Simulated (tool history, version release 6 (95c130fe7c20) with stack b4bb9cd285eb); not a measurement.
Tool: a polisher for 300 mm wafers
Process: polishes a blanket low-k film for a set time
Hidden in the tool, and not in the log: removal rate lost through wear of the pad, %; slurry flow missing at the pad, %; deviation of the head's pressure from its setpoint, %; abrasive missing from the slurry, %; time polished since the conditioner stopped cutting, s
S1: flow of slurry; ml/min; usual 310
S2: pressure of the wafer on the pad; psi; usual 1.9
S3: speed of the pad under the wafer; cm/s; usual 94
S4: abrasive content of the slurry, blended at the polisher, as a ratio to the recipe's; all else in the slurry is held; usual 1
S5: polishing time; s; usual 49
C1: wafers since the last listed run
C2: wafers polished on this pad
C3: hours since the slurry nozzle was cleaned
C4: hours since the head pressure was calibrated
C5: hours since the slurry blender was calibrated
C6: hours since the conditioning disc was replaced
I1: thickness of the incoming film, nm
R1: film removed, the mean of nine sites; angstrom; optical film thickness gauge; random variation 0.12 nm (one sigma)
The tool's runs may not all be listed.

run 1 hour=0 | S1=310 S2=1.9 S3=108 S4=1 S5=38 | C1=0 C2=786 C3=673.2 C4=273.4 C5=137.8 C6=407.2 | I1=436.4 | R1=133
run 2 hour=19.7 | S1=310 S2=1.9 S3=94 S4=1 S5=49 | C1=133 C2=919 C3=692.9 C4=293.1 C5=157.5 C6=426.9 | I1=439.1 | R1=155
run 3 hour=51 | S1=310 S2=1.9 S3=94 S4=1 S5=49 | C1=211 C2=1131 C3=724.2 C4=324.4 C5=188.8 C6=458.2 | I1=446.3 | R1=156
-- hour=74.3 worn pad replaced by a new one
run 4 hour=82.7 | S1=310 S2=1.4 S3=94 S4=1 S5=49 | C1=187 C2=56 C3=755.9 C4=356.1 C5=220.5 C6=489.9 | I1=437 | R1=113
-- hour=100.8 conditioning disc replaced and pad reconditioned
run 5 hour=101.3 | S1=310 S2=1.4 S3=94 S4=1 S5=49 | C1=112 C2=168 C3=774.5 C4=374.7 C5=239.1 C6=0.5 | I1=439.5 | R1=114
-- hour=104.3 slurry nozzle cleaned
run 6 hour=118.3 | S1=310 S2=1.4 S3=94 S4=1 S5=49 | C1=108 C2=276 C3=14 C4=391.7 C5=256.1 C6=17.5 | I1=438.6 | R1=108
run 7 hour=148.1 | S1=310 S2=1.9 S3=94 S4=1 S5=49 | C1=201 C2=478 C3=43.8 C4=421.5 C5=285.9 C6=47.3 | I1=438.9 | R1=148
run 8 hour=169.1 | S1=310 S2=1.9 S3=88 S4=1 S5=49 | C1=141 C2=620 C3=64.8 C4=442.5 C5=306.9 C6=68.3 | I1=440 | R1=138
run 9 hour=187.1 | S1=310 S2=1.9 S3=94 S4=1 S5=49 | C1=121 C2=741 C3=82.8 C4=460.5 C5=324.9 C6=86.3 | I1=439.2 | R1=145
run 10 hour=218.7 | S1=310 S2=1.4 S3=78 S4=1 S5=49 | C1=213 C2=955 C3=114.4 C4=492.1 C5=356.5 C6=117.9 | I1=436.6 | R1=93
run 11 hour=243.7 | S1=310 S2=1.3 S3=126 S4=1 S5=49 | C1=168 C2=1124 C3=139.4 C4=517.1 C5=381.5 C6=142.9 | I1=433.1 | R1=125
run 12 hour=260.5 | S1=310 S2=1.9 S3=108 S4=0.9 S5=49 | C1=113 C2=1237 C3=156.2 C4=533.9 C5=398.3 C6=159.7 | I1=437.4 | R1=148
-- hour=276.5 worn pad replaced by a new one
-- hour=295.5 slurry blender recalibrated
run 13 hour=296 | S1=250 S2=1.9 S3=94 S4=1 S5=55 | C1=199 C2=118 C3=191.7 C4=569.4 C5=0.5 C6=195.2 | I1=440.4 | R1=153
-- hour=302.4 slurry nozzle cleaned, repeated, since the last time left the tool worse
run 14 hour=307.5 | S1=310 S2=1.9 S3=108 S4=1 S5=38 | C1=70 C2=189 C3=5.1 C4=580.9 C5=12 C6=206.7 | I1=444.7 | R1=137
run 15 hour=337.5 | S1=345 S2=1.9 S3=94 S4=1 S5=38 | C1=202 C2=391 C3=35.1 C4=610.9 C5=42 C6=236.7 | I1=437.2 | R1=124
-- hour=352.6 head pressure recalibrated
run 16 hour=355.8 | S1=310 S2=1.9 S3=66 S4=1 S5=49 | C1=110 C2=502 C3=53.4 C4=3.2 C5=60.3 C6=255 | I1=435.1 | R1=120
run 17 hour=400.9 | S1=310 S2=1.9 S3=94 S4=0.85 S5=49 | C1=304 C2=806 C3=98.5 C4=48.3 C5=105.4 C6=300.1 | I1=432.9 | R1=139
run 18 hour=425.9 | S1=310 S2=1.9 S3=94 S4=1.1 S5=53 | C1=168 C2=975 C3=123.5 C4=73.3 C5=130.4 C6=325.1 | I1=441.6 | R1=182
-- hour=454.3 worn pad replaced by a new one
run 19 hour=461.5 | S1=310 S2=1.9 S3=94 S4=0.75 S5=49 | C1=213 C2=48 C3=159.1 C4=108.9 C5=166 C6=360.7 | I1=439.5 | R1=124
run 20 hour=491.2 | S1=310 S2=1.9 S3=94 S4=1 S5=49 | C1=200 C2=249 C3=188.8 C4=138.6 C5=195.7 C6=390.4 | I1=446.9 | R1=156
run 21 hour=524.9 | S1=310 S2=1.9 S3=94 S4=1 S5=49 | C1=227 C2=477 C3=222.5 C4=172.3 C5=229.4 C6=424.1 | I1=437.6 | R1=154
run 22 hour=554.6 | S1=310 S2=1.9 S3=94 S4=1 S5=49 | C1=200 C2=677 C3=252.2 C4=202 C5=259.1 C6=453.8 | I1=442.7 | R1=160
-- hour=576.8 conditioning disc replaced and pad reconditioned
run 23 hour=577.2 | S1=380 S2=2.1 S3=94 S4=1 S5=49 | C1=139 C2=817 C3=274.8 C4=224.6 C5=281.7 C6=0.4 | I1=439.4 | R1=177
run 24 hour=601.6 | S1=310 S2=2.2 S3=66 S4=0.9 S5=49 | C1=164 C2=982 C3=299.2 C4=249 C5=306.1 C6=24.8 | I1=440.6 | R1=127
-- hour=618 worn pad replaced by a new one
run 25 hour=634.1 | S1=245 S2=1.9 S3=94 S4=1 S5=49 | C1=192 C2=109 C3=331.7 C4=281.5 C5=338.6 C6=57.3 | I1=438.5 | R1=151
run 26 hour=661.4 | S1=310 S2=1.3 S3=94 S4=1.3 S5=49 | C1=184 C2=293 C3=359 C4=308.8 C5=365.9 C6=84.6 | I1=432.9 | R1=124
run 27 hour=687.6 | S1=310 S2=1.9 S3=94 S4=1 S5=49 | C1=177 C2=470 C3=385.2 C4=335 C5=392.1 C6=110.8 | I1=441.5 | R1=156

3 ways to go on from here, each from the tool as it stands after run 27. What would each give?
run A hour=688 | S1=310 S2=1.9 S3=94 S4=1 S5=49 | C1=2 C2=473 C3=385.6 C4=335.4 C5=392.5 C6=111.2 | I1=435.2 | R1=?
run B hour=688 | S1=245 S2=2.6 S3=94 S4=1.25 S5=54 | C1=2 C2=473 C3=385.6 C4=335.4 C5=392.5 C6=111.2 | I1=435.2 | R1=?
run C hour=688 | S1=310 S2=1.9 S3=94 S4=1.25 S5=49 | C1=2 C2=473 C3=385.6 C4=335.4 C5=392.5 C6=111.2 | I1=435.2 | R1=?

run=A R1=156
run=B R1=261
run=C R1=178
Without the tool's hidden state the same runs would have given:
run=A R1=159
run=B R1=267
run=C R1=182

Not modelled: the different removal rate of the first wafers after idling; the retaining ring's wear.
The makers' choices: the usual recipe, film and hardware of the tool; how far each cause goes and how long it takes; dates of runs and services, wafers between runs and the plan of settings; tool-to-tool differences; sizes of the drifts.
